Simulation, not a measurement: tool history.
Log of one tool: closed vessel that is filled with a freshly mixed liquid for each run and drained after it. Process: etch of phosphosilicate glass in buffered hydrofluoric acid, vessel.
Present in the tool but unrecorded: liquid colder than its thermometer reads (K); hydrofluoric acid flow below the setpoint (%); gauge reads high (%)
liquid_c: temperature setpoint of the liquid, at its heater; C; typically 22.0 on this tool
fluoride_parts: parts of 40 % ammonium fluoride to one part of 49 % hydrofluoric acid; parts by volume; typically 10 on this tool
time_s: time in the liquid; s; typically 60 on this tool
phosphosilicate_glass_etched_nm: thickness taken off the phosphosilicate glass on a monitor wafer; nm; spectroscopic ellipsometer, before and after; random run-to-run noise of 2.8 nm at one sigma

run	hour	liquid_c	fluoride_parts	time_s	wafers since the last listed run	hours since the thermometer was replaced	hours since the hydrofluoric acid flow meter was replaced	hours since the gauge calibration	read-back film thickness of the phosphosilicate glass reference wafer, read on the same gauge (nm)	phosphosilicate_glass_etched_nm
1	0.0	22.0	10	60	0	338.1	1330.7	617.4	119.98	262.47
2	60.3	22.0	10	60	4343	398.4	1391.0	677.7	119.94	260.12
3	99.2	22.0	10	60	2801	437.3	1429.9	716.6	120.00	261.69
4	163.6	22.0	10	60	4638	501.7	1494.3	781.0	119.97	258.98
5	217.0	24.0	10	60	3846	555.1	1547.7	834.4	119.98	289.38
6	277.5	22.0	10	60	4357	615.6	1608.2	894.9	120.00	259.88
7	302.1	24.5	10	85	1771	640.2	1632.8	919.5	120.06	418.51
8	341.6	24.5	10	85	2844	679.7	1672.3	959.0	120.01	428.09
9	379.6	23.0	10	50	2736	717.7	1710.3	997.0	120.00	222.45
10	407.0	22.0	10	60	1973	745.1	1737.7	1024.4	120.01	259.20
# hour 449.5: hydrofluoric acid flow meter replaced
11	475.8	22.0	10	60	4883	813.9	26.3	1093.2	120.01	278.42
12	545.5	22.0	10	60	5020	883.6	96.0	1162.9	120.04	279.00
13	600.8	22.0	10	50	3982	938.9	151.3	1218.2	119.98	231.74
14	632.1	24.5	10	85	2254	970.2	182.6	1249.5	119.96	462.22
# hour 639.2: gauge calibrated
15	684.5	22.0	12	60	3774	1022.6	235.0	45.3	120.01	229.29
# hour 744.7: thermometer replaced
16	750.9	22.0	10	60	4710	6.2	301.4	111.7	119.98	278.02
17	791.3	22.0	10	30	2909	46.6	341.8	152.1	120.05	138.61

What will run 18 give?
18	840.8	22.0	10	30	3565	96.1	391.3	201.6	?	?

read-back film thickness of the phosphosilicate glass reference wafer, read on the same gauge (nm): 119.98
phosphosilicate_glass_etched_nm: 135.40 nm
Had the tool carried no hidden state, the very same run would have given phosphosilicate_glass_etched_nm 138.81 nm.
